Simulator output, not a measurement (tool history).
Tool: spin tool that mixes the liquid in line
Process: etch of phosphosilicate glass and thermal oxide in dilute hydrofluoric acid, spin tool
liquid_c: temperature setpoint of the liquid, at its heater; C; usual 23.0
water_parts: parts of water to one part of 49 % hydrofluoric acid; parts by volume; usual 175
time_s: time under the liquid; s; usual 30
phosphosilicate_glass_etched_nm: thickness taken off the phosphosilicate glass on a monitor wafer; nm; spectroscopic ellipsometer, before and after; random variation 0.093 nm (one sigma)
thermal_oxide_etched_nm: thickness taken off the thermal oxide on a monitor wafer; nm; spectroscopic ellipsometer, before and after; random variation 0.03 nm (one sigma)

run    hour  liquid_c  water_parts  time_s  read-back film thickness of the phosphosilicate glass reference wafer, read on the same gauge (nm)  read-back film thickness of the thermal oxide reference wafer, read on the same gauge (nm)  phosphosilicate_glass_etched_nm  thermal_oxide_etched_nm
  1     0.0      23.0          175      30                                                                                               40.03                                                                                      90.017                            23.88                    0.796
  2    85.8      23.0          175      30                                                                                               40.02                                                                                      89.968                            23.86                    0.849
  3   164.8      23.0          200      30                                                                                               40.00                                                                                      89.979                            20.27                    0.718
  4   221.0      23.0          175      30                                                                                               40.01                                                                                      89.972                            23.95                    0.791
  5   296.5      23.0          175      30                                                                                               40.04                                                                                      89.981                            23.85                    0.812
  6   381.3      21.5          175      30                                                                                               39.99                                                                                      89.967                            22.45                    0.755
  7   464.4      23.0          175      30                                                                                               40.01                                                                                      89.948                            23.79                    0.803
      473.9  -- hydrofluoric acid flow meter replaced
  8   550.8      18.0          245      45                                                                                               40.01                                                                                      90.013                            20.29                    0.645
  9   639.9      25.5          175      30                                                                                               40.01                                                                                      90.015                            26.83                    0.940
 10   686.8      24.5          175      45                                                                                               40.02                                                                                      89.997                            38.64                    1.281
 11   745.1      25.0          200      15                                                                                               40.01                                                                                      89.997                            11.22                    0.364
      750.2  -- gauge calibrated
 12   811.4      24.5          175      15                                                                                               40.00                                                                                      90.020                            13.02                    0.456
 13   906.8      23.0          175      30                                                                                               39.97                                                                                      89.987                            24.38                    0.834
 14   958.6      23.0          250      45                                                                                               40.00                                                                                      90.016                            23.90                    0.855
     1116.6  -- thermometer replaced
 15  1260.9      23.0          250      20                                                                                               39.99                                                                                      90.020                            10.56                    0.357
 16  1316.0      23.0          175      30                                                                                               40.02                                                                                      90.024                            24.44                    0.824
 17  1353.3      23.0          175      20                                                                                               40.02                                                                                      89.967                            16.23                    0.560
 18  1420.7      26.5          130      30                                                                                               39.98                                                                                      89.998                            39.43                    1.282
 19  1514.1      18.5          125      30                                                                                               39.99                                                                                      89.981                            30.05                    1.004
 20  1573.8      26.5          255      30                                                                                               40.00                                                                                      89.996                            17.26                    0.636
 21  1665.1      27.5          135      40                                                                                               39.99                                                                                      90.001                            51.81                    1.820
 22  1762.4      19.0          120      45                                                                                               40.00                                                                                      89.985                            47.99                    1.632
 23  1840.4      23.0          175      30                                                                                               40.00                                                                                      89.964                            24.21                    0.839
 24  1947.5      19.5          240      15                                                                                               39.98                                                                                      89.998                             7.20                    0.234
 25  2020.4      26.0          175      20                                                                                               40.01                                                                                      90.037                            17.86                    0.610
 26  2072.9      20.5          125      30                                                                                               39.98                                                                                      89.990                            32.22                    1.024
 27  2180.0      26.5          175      45                                                                                               40.00                                                                                      89.999                            40.84                    1.451

Hidden state or all else? Some run-to-run changes of phosphosilicate_glass_etched_nm, split into what the settings, what came in and random variation would give without the hidden state, and what is left for the hidden state (with any gauge scatter that isn't in both results):
The hidden state here: liquid hotter than its thermometer reads (K); hydrofluoric acid flow below the setpoint (%); gauge reads high (%).
Run 7 -> 8: liquid_c 23.0 -> 18.0, water_parts 175 -> 245, time_s 30 -> 45, hydrofluoric acid flow meter replaced. phosphosilicate_glass_etched_nm -3.50 nm: hidden state +0.87, all else -4.37.
Run 10 -> 11: liquid_c 24.5 -> 25.0, water_parts 175 -> 200, time_s 45 -> 15. phosphosilicate_glass_etched_nm -27.42 nm: hidden state +0.12, all else -27.54.
Run 20 -> 21: liquid_c 26.5 -> 27.5, water_parts 255 -> 135, time_s 30 -> 40. phosphosilicate_glass_etched_nm +34.55 nm: hidden state -0.64, all else +35.19.

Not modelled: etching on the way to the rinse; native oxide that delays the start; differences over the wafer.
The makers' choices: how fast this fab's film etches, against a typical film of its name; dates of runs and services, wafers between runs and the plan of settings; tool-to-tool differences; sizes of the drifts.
